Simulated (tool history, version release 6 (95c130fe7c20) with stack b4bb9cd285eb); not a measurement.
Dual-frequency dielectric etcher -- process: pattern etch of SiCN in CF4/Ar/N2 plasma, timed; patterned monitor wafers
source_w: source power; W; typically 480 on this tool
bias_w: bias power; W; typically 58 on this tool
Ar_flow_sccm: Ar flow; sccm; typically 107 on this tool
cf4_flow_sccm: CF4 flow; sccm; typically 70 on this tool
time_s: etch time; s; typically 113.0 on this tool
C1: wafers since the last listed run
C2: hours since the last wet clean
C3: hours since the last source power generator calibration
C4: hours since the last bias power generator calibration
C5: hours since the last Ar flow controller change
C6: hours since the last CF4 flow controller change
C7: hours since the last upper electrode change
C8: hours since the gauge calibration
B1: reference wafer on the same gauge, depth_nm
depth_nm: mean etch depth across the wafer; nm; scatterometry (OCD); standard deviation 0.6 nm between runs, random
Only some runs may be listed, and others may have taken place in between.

{"run": 1, "day": 0.0, "source_w": 480, "bias_w": 58, "Ar_flow_sccm": 96, "cf4_flow_sccm": 70, "time_s": 113.0, "C1": 0, "C2": 466.8, "C3": 843.8, "C4": 1543.8, "C5": 923.6, "C6": 2874.6, "C7": 4930.9, "C8": 275.7, "B1": 96.4, "depth_nm": 96.8}
{"day": 4.104, "done": "upper electrode replaced"}
{"run": 2, "day": 4.125, "source_w": 480, "bias_w": 58, "Ar_flow_sccm": 96, "cf4_flow_sccm": 70, "time_s": 113.0, "C1": 412, "C2": 565.8, "C3": 942.8, "C4": 1642.8, "C5": 1022.6, "C6": 2973.6, "C7": 0.5, "C8": 374.7, "B1": 96.6, "depth_nm": 96.7}
{"day": 6.062, "done": "wet clean of the chamber"}
{"run": 3, "day": 8.129, "source_w": 480, "bias_w": 58, "Ar_flow_sccm": 96, "cf4_flow_sccm": 70, "time_s": 113.0, "C1": 396, "C2": 49.6, "C3": 1038.9, "C4": 1738.9, "C5": 1118.7, "C6": 3069.7, "C7": 96.6, "C8": 470.8, "B1": 96.3, "depth_nm": 96.7}
{"run": 4, "day": 9.788, "source_w": 480, "bias_w": 58, "Ar_flow_sccm": 107, "cf4_flow_sccm": 70, "time_s": 113.0, "C1": 218, "C2": 89.4, "C3": 1078.7, "C4": 1778.7, "C5": 1158.5, "C6": 3109.5, "C7": 136.4, "C8": 510.6, "B1": 96.1, "depth_nm": 94.9}
{"run": 5, "day": 12.554, "source_w": 480, "bias_w": 58, "Ar_flow_sccm": 107, "cf4_flow_sccm": 70, "time_s": 113.0, "C1": 364, "C2": 155.8, "C3": 1145.1, "C4": 1845.1, "C5": 1224.9, "C6": 3175.9, "C7": 202.8, "C8": 577.0, "B1": 96.4, "depth_nm": 94.2}
{"run": 6, "day": 14.438, "source_w": 480, "bias_w": 58, "Ar_flow_sccm": 107, "cf4_flow_sccm": 70, "time_s": 113.0, "C1": 248, "C2": 201.0, "C3": 1190.3, "C4": 1890.3, "C5": 1270.1, "C6": 3221.1, "C7": 248.0, "C8": 622.2, "B1": 96.0, "depth_nm": 93.7}
{"run": 7, "day": 18.546, "source_w": 480, "bias_w": 65, "Ar_flow_sccm": 107, "cf4_flow_sccm": 70, "time_s": 113.0, "C1": 541, "C2": 299.6, "C3": 1288.9, "C4": 1988.9, "C5": 1368.7, "C6": 3319.7, "C7": 346.6, "C8": 720.8, "B1": 96.2, "depth_nm": 98.1}
{"run": 8, "day": 22.05, "source_w": 480, "bias_w": 65, "Ar_flow_sccm": 107, "cf4_flow_sccm": 70, "time_s": 113.0, "C1": 462, "C2": 383.7, "C3": 1373.0, "C4": 2073.0, "C5": 1452.8, "C6": 3403.8, "C7": 430.7, "C8": 804.9, "B1": 96.3, "depth_nm": 98.5}
{"run": 9, "day": 25.888, "source_w": 480, "bias_w": 47, "Ar_flow_sccm": 122, "cf4_flow_sccm": 70, "time_s": 113.0, "C1": 505, "C2": 475.8, "C3": 1465.1, "C4": 2165.1, "C5": 1544.9, "C6": 3495.9, "C7": 522.8, "C8": 897.0, "B1": 96.2, "depth_nm": 86.0}
{"day": 29.221, "done": "wet clean of the chamber"}
{"day": 29.454, "done": "CF4 flow controller replaced"}
{"run": 10, "day": 29.575, "source_w": 480, "bias_w": 58, "Ar_flow_sccm": 89, "cf4_flow_sccm": 65, "time_s": 113.0, "C1": 323, "C2": 8.5, "C3": 1553.6, "C4": 2253.6, "C5": 1633.4, "C6": 2.9, "C7": 611.3, "C8": 985.5, "B1": 96.5, "depth_nm": 98.3}
{"run": 11, "day": 31.521, "source_w": 480, "bias_w": 67, "Ar_flow_sccm": 131, "cf4_flow_sccm": 63, "time_s": 98.5, "C1": 256, "C2": 55.2, "C3": 1600.3, "C4": 2300.3, "C5": 1680.1, "C6": 49.6, "C7": 658.0, "C8": 1032.2, "B1": 96.6, "depth_nm": 81.2}
{"run": 12, "day": 33.696, "source_w": 390, "bias_w": 58, "Ar_flow_sccm": 107, "cf4_flow_sccm": 70, "time_s": 113.0, "C1": 286, "C2": 107.4, "C3": 1652.5, "C4": 2352.5, "C5": 1732.3, "C6": 101.8, "C7": 710.2, "C8": 1084.4, "B1": 96.3, "depth_nm": 76.5}
{"day": 34.308, "done": "Ar flow controller replaced"}
{"run": 13, "day": 38.0, "source_w": 380, "bias_w": 44, "Ar_flow_sccm": 107, "cf4_flow_sccm": 70, "time_s": 81.5, "C1": 534, "C2": 210.7, "C3": 1755.8, "C4": 2455.8, "C5": 88.6, "C6": 205.1, "C7": 813.5, "C8": 1187.7, "B1": 96.2, "depth_nm": 49.6}
{"day": 39.867, "done": "bias power generator calibrated"}
{"run": 14, "day": 40.438, "source_w": 480, "bias_w": 71, "Ar_flow_sccm": 107, "cf4_flow_sccm": 70, "time_s": 113.0, "C1": 299, "C2": 269.2, "C3": 1814.3, "C4": 13.7, "C5": 147.1, "C6": 263.6, "C7": 872.0, "C8": 1246.2, "B1": 96.0, "depth_nm": 102.3}
{"day": 42.738, "done": "source power generator calibrated"}
{"run": 15, "day": 43.658, "source_w": 480, "bias_w": 67, "Ar_flow_sccm": 131, "cf4_flow_sccm": 63, "time_s": 98.5, "C1": 402, "C2": 346.5, "C3": 22.1, "C4": 91.0, "C5": 224.4, "C6": 340.9, "C7": 949.3, "C8": 1323.5, "B1": 96.4, "depth_nm": 77.7}
{"day": 44.017, "done": "gauge calibrated"}
{"run": 16, "day": 46.567, "source_w": 480, "bias_w": 58, "Ar_flow_sccm": 107, "cf4_flow_sccm": 70, "time_s": 96.5, "C1": 383, "C2": 416.3, "C3": 91.9, "C4": 160.8, "C5": 294.2, "C6": 410.7, "C7": 1019.1, "C8": 61.2, "B1": 96.5, "depth_nm": 79.0}
{"run": 17, "day": 50.283, "source_w": 480, "bias_w": 58, "Ar_flow_sccm": 107, "cf4_flow_sccm": 70, "time_s": 113.0, "C1": 490, "C2": 505.5, "C3": 181.1, "C4": 250.0, "C5": 383.4, "C6": 499.9, "C7": 1108.3, "C8": 150.4, "B1": 96.3, "depth_nm": 93.0}
{"run": 18, "day": 53.192, "source_w": 480, "bias_w": 64, "Ar_flow_sccm": 107, "cf4_flow_sccm": 87, "time_s": 113.0, "C1": 383, "C2": 575.3, "C3": 250.9, "C4": 319.8, "C5": 453.2, "C6": 569.7, "C7": 1178.1, "C8": 220.2, "B1": 96.6, "depth_nm": 100.0}
{"run": 19, "day": 55.217, "source_w": 480, "bias_w": 58, "Ar_flow_sccm": 107, "cf4_flow_sccm": 70, "time_s": 113.0, "C1": 266, "C2": 623.9, "C3": 299.5, "C4": 368.4, "C5": 501.8, "C6": 618.3, "C7": 1226.7, "C8": 268.8, "B1": 96.2, "depth_nm": 91.2}
{"day": 57.929, "done": "wet clean of the chamber"}
{"run": 20, "day": 58.296, "source_w": 480, "bias_w": 58, "Ar_flow_sccm": 107, "cf4_flow_sccm": 70, "time_s": 113.0, "C1": 274, "C2": 8.8, "C3": 373.4, "C4": 442.3, "C5": 575.7, "C6": 692.2, "C7": 1300.6, "C8": 342.7, "B1": 96.4, "depth_nm": 91.9}
{"run": 21, "day": 60.071, "source_w": 480, "bias_w": 58, "Ar_flow_sccm": 107, "cf4_flow_sccm": 53, "time_s": 113.0, "C1": 234, "C2": 51.4, "C3": 416.0, "C4": 484.9, "C5": 618.3, "C6": 734.8, "C7": 1343.2, "C8": 385.3, "B1": 96.3, "depth_nm": 86.1}
{"run": 22, "day": 64.429, "source_w": 480, "bias_w": 67, "Ar_flow_sccm": 107, "cf4_flow_sccm": 84, "time_s": 113.0, "C1": 574, "C2": 156.0, "C3": 520.6, "C4": 589.5, "C5": 722.9, "C6": 839.4, "C7": 1447.8, "C8": 489.9, "B1": 96.3, "depth_nm": 102.1}

Alternative continuations, all from the tool just after run 22; predict every row:
{"run": "A", "day": 64.446, "source_w": 480, "bias_w": 58, "Ar_flow_sccm": 107, "cf4_flow_sccm": 70, "time_s": 113.0, "C1": 2, "C2": 156.4, "C3": 521.0, "C4": 589.9, "C5": 723.3, "C6": 839.8, "C7": 1448.2, "C8": 490.3, "B1": "?", "depth_nm": "?"}
{"run": "B", "day": 64.446, "source_w": 560, "bias_w": 58, "Ar_flow_sccm": 93, "cf4_flow_sccm": 64, "time_s": 93.5, "C1": 2, "C2": 156.4, "C3": 521.0, "C4": 589.9, "C5": 723.3, "C6": 839.8, "C7": 1448.2, "C8": 490.3, "B1": "?", "depth_nm": "?"}
{"run": "C", "day": 64.446, "source_w": 480, "bias_w": 58, "Ar_flow_sccm": 118, "cf4_flow_sccm": 76, "time_s": 113.0, "C1": 2, "C2": 156.4, "C3": 521.0, "C4": 589.9, "C5": 723.3, "C6": 839.8, "C7": 1448.2, "C8": 490.3, "B1": "?", "depth_nm": "?"}

run=A B1=96.2 depth_nm=93.1
run=B B1=96.2 depth_nm=92.2
run=C B1=96.2 depth_nm=92.4
The same runs, with their run-to-run variation unchanged, on a tool lacking any hidden condition would have given:
run=A depth_nm=92.7
run=B depth_nm=91.9
run=C depth_nm=92.1
